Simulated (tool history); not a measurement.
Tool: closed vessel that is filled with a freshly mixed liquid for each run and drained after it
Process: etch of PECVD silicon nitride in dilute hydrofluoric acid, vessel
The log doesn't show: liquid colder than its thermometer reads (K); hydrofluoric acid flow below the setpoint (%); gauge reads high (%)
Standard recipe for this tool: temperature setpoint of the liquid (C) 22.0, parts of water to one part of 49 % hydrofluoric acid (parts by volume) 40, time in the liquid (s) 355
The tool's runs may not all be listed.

run,hour,temperature setpoint of the liquid (C),parts of water to one part of 49 % hydrofluoric acid (parts by volume),time in the liquid (s),wafers since the last listed run,hours since the thermometer was replaced,hours since the hydrofluoric acid flow meter was replaced,hours since the gauge calibration,"read-back film thickness of the PECVD silicon nitride reference wafer, read on the same gauge (nm)",thickness taken off the PECVD silicon nitride on a monitor wafer (nm)
1,0.0,22.0,40,355,0,3082.2,1421.6,230.8,120.06,17.04
2,21.6,19.5,40,355,2091,3103.8,1443.2,252.4,120.05,14.30
3,51.4,19.5,40,355,2885,3133.6,1473.0,282.2,119.95,14.23
4,84.3,22.0,55,355,3185,3166.5,1505.9,315.1,120.01,12.45
5,108.6,22.0,55,355,2352,3190.8,1530.2,339.4,120.02,12.45
6,121.6,22.0,40,355,1258,3203.8,1543.2,352.4,119.99,17.02
7,137.4,22.0,40,355,1529,3219.6,1559.0,368.2,120.02,16.99
8,152.1,22.0,40,355,1423,3234.3,1573.7,382.9,120.01,16.93
9,166.2,23.0,40,355,1365,3248.4,1587.8,397.0,120.01,18.13
10,179.4,23.0,40,355,1278,3261.6,1601.0,410.2,119.97,18.22
# hour 187.6: thermometer replaced
11,191.9,22.0,40,355,1113,4.3,1613.5,422.7,120.00,20.63
# hour 197.6: gauge calibrated
12,219.5,20.0,50,160,2672,31.9,1641.1,21.9,120.03,6.53
13,233.1,22.0,40,355,1316,45.5,1654.7,35.5,119.98,20.74
14,246.2,22.0,25,525,1268,58.6,1667.8,48.6,120.02,47.77
15,262.7,23.5,25,175,1597,75.1,1684.3,65.1,120.06,17.75
16,278.9,22.0,40,355,1568,91.3,1700.5,81.3,120.06,20.60
# hour 284.0: hydrofluoric acid flow meter replaced
17,300.6,22.0,40,355,2004,113.0,16.6,103.0,119.99,20.61
18,318.8,22.0,40,520,1762,131.2,34.8,121.2,120.01,30.24
19,331.9,24.0,40,355,1268,144.3,47.9,134.3,120.00,23.48
20,349.3,22.0,40,505,1684,161.7,65.3,151.7,119.99,29.19
21,373.2,22.0,40,355,2314,185.6,89.2,175.6,119.98,20.45
22,400.4,18.0,40,355,2633,212.8,116.4,202.8,120.01,15.39
23,419.9,25.0,40,530,1888,232.3,135.9,222.3,120.00,37.49

Subtracting, for every run, the result it would have given without the tool's unlogged condition from the measured result gives the following. The same run-to-run variation enters both numbers; the gauge's scatter may not:
run,thickness taken off the PECVD silicon nitride on a monitor wafer (nm)
1,-4.06
2,-3.50
3,-3.51
4,-3.01
5,-3.03
6,-4.22
7,-4.22
8,-4.22
9,-4.52
10,-4.55
11,-0.45
12,-0.15
13,-0.49
14,-1.17
15,-0.46
16,-0.55
17,-0.58
18,-0.89
19,-0.69
20,-0.90
21,-0.67
22,-0.55
23,-1.31
